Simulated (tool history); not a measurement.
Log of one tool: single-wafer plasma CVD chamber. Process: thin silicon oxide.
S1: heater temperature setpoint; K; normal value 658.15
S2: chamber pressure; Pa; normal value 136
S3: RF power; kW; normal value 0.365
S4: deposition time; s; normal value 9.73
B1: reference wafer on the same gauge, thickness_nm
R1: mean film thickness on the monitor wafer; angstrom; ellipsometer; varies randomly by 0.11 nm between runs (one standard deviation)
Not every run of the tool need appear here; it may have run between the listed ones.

{"run": 1, "day": 0.0, "S1": 658.15, "S2": 136, "S3": 0.365, "S4": 9.73, "B1": 25.513, "R1": 229.44}
{"day": 0.675, "done": "showerhead replaced"}
{"run": 2, "day": 1.454, "S1": 658.15, "S2": 136, "S3": 0.365, "S4": 9.73, "B1": 25.528, "R1": 229.35}
{"run": 3, "day": 2.525, "S1": 658.15, "S2": 136, "S3": 0.34, "S4": 9.73, "B1": 25.507, "R1": 222.3}
{"run": 4, "day": 4.004, "S1": 658.15, "S2": 136, "S3": 0.365, "S4": 9.73, "B1": 25.516, "R1": 227.1}
{"run": 5, "day": 5.129, "S1": 658.15, "S2": 136, "S3": 0.365, "S4": 9.73, "B1": 25.517, "R1": 229.32}
{"run": 6, "day": 5.867, "S1": 658.15, "S2": 136, "S3": 0.365, "S4": 9.73, "B1": 25.504, "R1": 228.27}
{"run": 7, "day": 6.688, "S1": 658.15, "S2": 136, "S3": 0.365, "S4": 10.7, "B1": 25.491, "R1": 250}
{"run": 8, "day": 7.254, "S1": 658.15, "S2": 129, "S3": 0.365, "S4": 9.73, "B1": 25.546, "R1": 214.66}
{"run": 9, "day": 8.371, "S1": 658.15, "S2": 127, "S3": 0.4, "S4": 11.15, "B1": 25.498, "R1": 247.9}
{"run": 10, "day": 9.217, "S1": 658.15, "S2": 124, "S3": 0.325, "S4": 9.73, "B1": 25.53, "R1": 194.78}
{"run": 11, "day": 9.958, "S1": 668.15, "S2": 136, "S3": 0.365, "S4": 10.69, "B1": 25.451, "R1": 248.3}
{"run": 12, "day": 11.317, "S1": 658.15, "S2": 136, "S3": 0.365, "S4": 9.73, "B1": 25.535, "R1": 228.62}
{"day": 11.683, "done": "RF generator calibrated"}
{"run": 13, "day": 11.858, "S1": 658.15, "S2": 136, "S3": 0.345, "S4": 9.73, "B1": 25.438, "R1": 222.94}
{"run": 14, "day": 13.158, "S1": 658.15, "S2": 136, "S3": 0.39, "S4": 9.73, "B1": 25.547, "R1": 233.91}
{"day": 13.971, "done": "gauge calibrated"}
{"run": 15, "day": 14.454, "S1": 652.15, "S2": 145, "S3": 0.295, "S4": 10.94, "B1": 25.467, "R1": 248.34}
{"day": 14.875, "done": "capacitance manometer re-zeroed and calibrated"}
{"run": 16, "day": 15.942, "S1": 670.15, "S2": 113, "S3": 0.365, "S4": 10.44, "B1": 25.463, "R1": 196.17}
{"run": 17, "day": 17.188, "S1": 658.15, "S2": 115, "S3": 0.32, "S4": 9.73, "B1": 25.492, "R1": 177.09}
{"run": 18, "day": 18.133, "S1": 658.15, "S2": 136, "S3": 0.425, "S4": 9.73, "B1": 25.518, "R1": 244.6}
{"day": 18.696, "done": "thermocouple changed; heater temperature recalibrated"}
{"run": 19, "day": 18.821, "S1": 658.15, "S2": 103, "S3": 0.365, "S4": 9.73, "B1": 25.48, "R1": 156.49}
{"run": 20, "day": 19.529, "S1": 671.15, "S2": 136, "S3": 0.365, "S4": 11.28, "B1": 25.492, "R1": 269.29}
{"run": 21, "day": 20.238, "S1": 671.15, "S2": 112, "S3": 0.365, "S4": 9.04, "B1": 25.525, "R1": 165.97}
{"run": 22, "day": 21.55, "S1": 672.15, "S2": 136, "S3": 0.3, "S4": 9.73, "B1": 25.476, "R1": 213.57}
{"run": 23, "day": 22.15, "S1": 658.15, "S2": 136, "S3": 0.365, "S4": 9.73, "B1": 25.514, "R1": 231.32}
{"run": 24, "day": 23.038, "S1": 662.15, "S2": 160, "S3": 0.39, "S4": 10.43, "B1": 25.526, "R1": 291.21}
{"run": 25, "day": 23.917, "S1": 658.15, "S2": 136, "S3": 0.315, "S4": 9.73, "B1": 25.54, "R1": 217.9}
{"run": 26, "day": 24.971, "S1": 645.15, "S2": 136, "S3": 0.365, "S4": 11.21, "B1": 25.512, "R1": 269.48}
{"run": 27, "day": 25.942, "S1": 658.15, "S2": 136, "S3": 0.365, "S4": 9.73, "B1": 25.516, "R1": 233.16}
{"run": 28, "day": 26.625, "S1": 658.15, "S2": 136, "S3": 0.365, "S4": 9.73, "B1": 25.508, "R1": 232.58}
{"run": 29, "day": 27.717, "S1": 658.15, "S2": 136, "S3": 0.3, "S4": 10.57, "B1": 25.487, "R1": 232.42}

4 options for the next run, each taken on its own from the tool as it stands now. Forecast them:
{"run": "A", "day": 27.733, "S1": 662.15, "S2": 136, "S3": 0.365, "S4": 9.73, "B1": "?", "R1": "?"}
{"run": "B", "day": 27.733, "S1": 673.15, "S2": 105, "S3": 0.33, "S4": 8.08, "B1": "?", "R1": "?"}
{"run": "C", "day": 27.733, "S1": 658.15, "S2": 155, "S3": 0.315, "S4": 10.23, "B1": "?", "R1": "?"}
{"run": "D", "day": 27.733, "S1": 652.15, "S2": 136, "S3": 0.41, "S4": 9.73, "B1": "?", "R1": "?"}

run=A B1=25.528 R1=232.75
run=B B1=25.528 R1=128.8
run=C B1=25.528 R1=259.58
run=D B1=25.528 R1=244.68
Without the tool's hidden state the same runs would have given:
run=A R1=233.91
run=B R1=129.81
run=C R1=260.35
run=D R1=245.89
